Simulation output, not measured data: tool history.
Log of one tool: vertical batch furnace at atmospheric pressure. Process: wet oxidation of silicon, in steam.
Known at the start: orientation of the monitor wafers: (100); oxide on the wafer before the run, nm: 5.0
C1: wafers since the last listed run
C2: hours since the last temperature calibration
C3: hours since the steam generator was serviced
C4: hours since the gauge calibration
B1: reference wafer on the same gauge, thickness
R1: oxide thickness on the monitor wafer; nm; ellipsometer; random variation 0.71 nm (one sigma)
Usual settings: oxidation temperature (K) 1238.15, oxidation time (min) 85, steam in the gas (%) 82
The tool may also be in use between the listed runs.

Run 1, hour 0.0: usual settings; C1 0; C2 1963.9; C3 2799.0; C4 266.6; B1 357.81. Result: R1 387.12 nm.
Run 2, hour 45.5: usual settings; C1 421; C2 2009.4; C3 2844.5; C4 312.1; B1 358.15. Result: R1 389.03 nm.
Run 3, hour 102.5: usual settings; C1 527; C2 2066.4; C3 2901.5; C4 369.1; B1 358.12. Result: R1 387.87 nm.
Run 4, hour 120.6: usual settings; C1 167; C2 2084.5; C3 2919.6; C4 387.2; B1 358.00. Result: R1 387.98 nm.
Run 5, hour 128.9: usual settings; C1 76; C2 2092.8; C3 2927.9; C4 395.5; B1 358.04. Result: R1 387.71 nm.
Run 6, hour 142.8: usual settings; C1 128; C2 2106.7; C3 2941.8; C4 409.4; B1 358.18. Result: R1 388.19 nm.
Run 7, hour 156.2: usual settings but steam in the gas (%) 78; C1 124; C2 2120.1; C3 2955.2; C4 422.8; B1 358.30. Result: R1 374.68 nm.
Run 8, hour 167.4: usual settings but steam in the gas (%) 78; C1 103; C2 2131.3; C3 2966.4; C4 434.0; B1 358.13. Result: R1 376.09 nm.
Run 9, hour 179.8: usual settings; C1 114; C2 2143.7; C3 2978.8; C4 446.4; B1 357.91. Result: R1 389.13 nm.
Run 10, hour 187.8: usual settings; C1 74; C2 2151.7; C3 2986.8; C4 454.4; B1 357.81. Result: R1 388.87 nm.
Run 11, hour 195.4: usual settings but steam in the gas (%) 91; C1 70; C2 2159.3; C3 2994.4; C4 462.0; B1 358.00. Result: R1 418.92 nm.
Run 12, hour 205.2: usual settings but steam in the gas (%) 91; C1 90; C2 2169.1; C3 3004.2; C4 471.8; B1 358.10. Result: R1 419.19 nm.
Run 13, hour 212.7: usual settings; C1 69; C2 2176.6; C3 3011.7; C4 479.3; B1 357.95. Result: R1 387.82 nm.
At hour 249.1: steam generator serviced.
Run 14, hour 249.6: usual settings; C1 119; C2 2213.5; C3 0.5; C4 516.2; B1 358.10. Result: R1 390.15 nm.
Run 15, hour 254.6: usual settings; C1 46; C2 2218.5; C3 5.5; C4 521.2; B1 358.23. Result: R1 390.45 nm.
Run 16, hour 259.7: usual settings; C1 47; C2 2223.6; C3 10.6; C4 526.3; B1 357.98. Result: R1 387.34 nm.
Run 17, hour 264.7: usual settings; C1 46; C2 2228.6; C3 15.6; C4 531.3; B1 358.44. Result: R1 388.28 nm.
Run 18, hour 274.5: usual settings; C1 90; C2 2238.4; C3 25.4; C4 541.1; B1 358.18. Result: R1 387.89 nm.
Run 19, hour 294.3: usual settings but oxidation time (min) 118; C1 183; C2 2258.2; C3 45.2; C4 560.9; B1 358.02. Result: R1 489.87 nm.
Run 20, hour 303.5: usual settings but oxidation time (min) 96; C1 85; C2 2267.4; C3 54.4; C4 570.1; B1 357.94. Result: R1 425.60 nm.

Forecast run 21:
Run 21, hour 318.3: usual settings but oxidation temperature (K) 1249.15, steam in the gas (%) 78; C1 137; C2 2282.2; C3 69.2; C4 584.9; B1 ?. Result: R1 ?.

{"run 21": {"B1": 358.37, "R1": 409.96}}
Without the tool's hidden state the same run would have given R1 392.91 nm.

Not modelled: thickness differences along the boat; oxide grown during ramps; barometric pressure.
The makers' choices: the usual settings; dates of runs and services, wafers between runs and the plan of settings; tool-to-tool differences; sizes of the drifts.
